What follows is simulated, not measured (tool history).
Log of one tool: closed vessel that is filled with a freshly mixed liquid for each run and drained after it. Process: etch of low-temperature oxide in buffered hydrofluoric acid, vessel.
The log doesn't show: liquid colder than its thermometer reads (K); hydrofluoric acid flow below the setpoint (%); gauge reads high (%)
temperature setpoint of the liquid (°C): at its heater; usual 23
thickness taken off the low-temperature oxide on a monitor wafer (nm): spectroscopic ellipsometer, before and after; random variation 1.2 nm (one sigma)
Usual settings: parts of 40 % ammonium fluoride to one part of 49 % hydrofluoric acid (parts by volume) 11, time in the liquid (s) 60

run,hour,temperature setpoint of the liquid (°C),parts of 40 % ammonium fluoride to one part of 49 % hydrofluoric acid (parts by volume),time in the liquid (s),wafers since the last listed run,hours since the thermometer was replaced,hours since the hydrofluoric acid flow meter was replaced,hours since the gauge calibration,"read-back film thickness of the low-temperature oxide reference wafer, read on the same gauge (nm)",thickness taken off the low-temperature oxide on a monitor wafer (nm)
1,0,20,8.5,60,0,1117.2,53.9,715.2,70,359.91
2,37.8,23,11,60,4231,1155,91.7,753,69.98,337.07
3,62.3,23,11,60,2742,1179.5,116.2,777.5,70.01,337.99
4,104.8,23,11,60,4757,1222,158.7,820,69.99,338.07
5,172.5,24.5,11,60,7578,1289.7,226.4,887.7,70,364.77
6,368.8,24.5,11,60,21974,1486,422.7,1084,70.01,358.73
7,422.1,24,11,60,5966,1539.3,476,1137.3,70.01,346.96
# hour 454: thermometer replaced
8,461.4,24,11,60,4287,7.4,515.3,1176.6,70.01,346.48
9,497.1,24,11,60,3996,43.1,551,1212.3,70.02,348.32
10,562.6,23,11,60,7332,108.6,616.5,1277.8,69.98,326.56
11,627.8,24.5,11,60,7298,173.8,681.7,1343,69.99,354.77
# hour 679.3: gauge calibrated
12,681.5,23,11,60,6011,227.5,735.4,2.2,69.98,321.46
# hour 695.3: hydrofluoric acid flow meter replaced
13,727.2,27.5,8,60,5003,273.2,31.9,47.9,70.01,577.3
14,797.4,23,11,60,7858,343.4,102.1,118.1,70,337.42
15,842.4,25.5,13,60,5037,388.4,147.1,163.1,70,327.75
16,890,23,11,45,5328,436,194.7,210.7,70,251.69
17,925.8,26,12.5,30,4007,471.8,230.5,246.5,70.01,173.98
18,970.1,24,11,60,4958,516.1,274.8,290.8,69.99,353.14
19,1027.8,19,14.5,75,6459,573.8,332.5,348.5,70,251.83
20,1071.4,18.5,11,60,4880,617.4,376.1,392.1,70.03,258.12

For run 21, what comes out?
21,1121.7,23,13,80,5630,667.7,426.4,442.4,?,?

read-back film thickness of the low-temperature oxide reference wafer, read on the same gauge (nm): 70.02
thickness taken off the low-temperature oxide on a monitor wafer (nm): 373.01
The same run, on a tool lacking any hidden state, would have yielded thickness taken off the low-temperature oxide on a monitor wafer (nm) 384.51.

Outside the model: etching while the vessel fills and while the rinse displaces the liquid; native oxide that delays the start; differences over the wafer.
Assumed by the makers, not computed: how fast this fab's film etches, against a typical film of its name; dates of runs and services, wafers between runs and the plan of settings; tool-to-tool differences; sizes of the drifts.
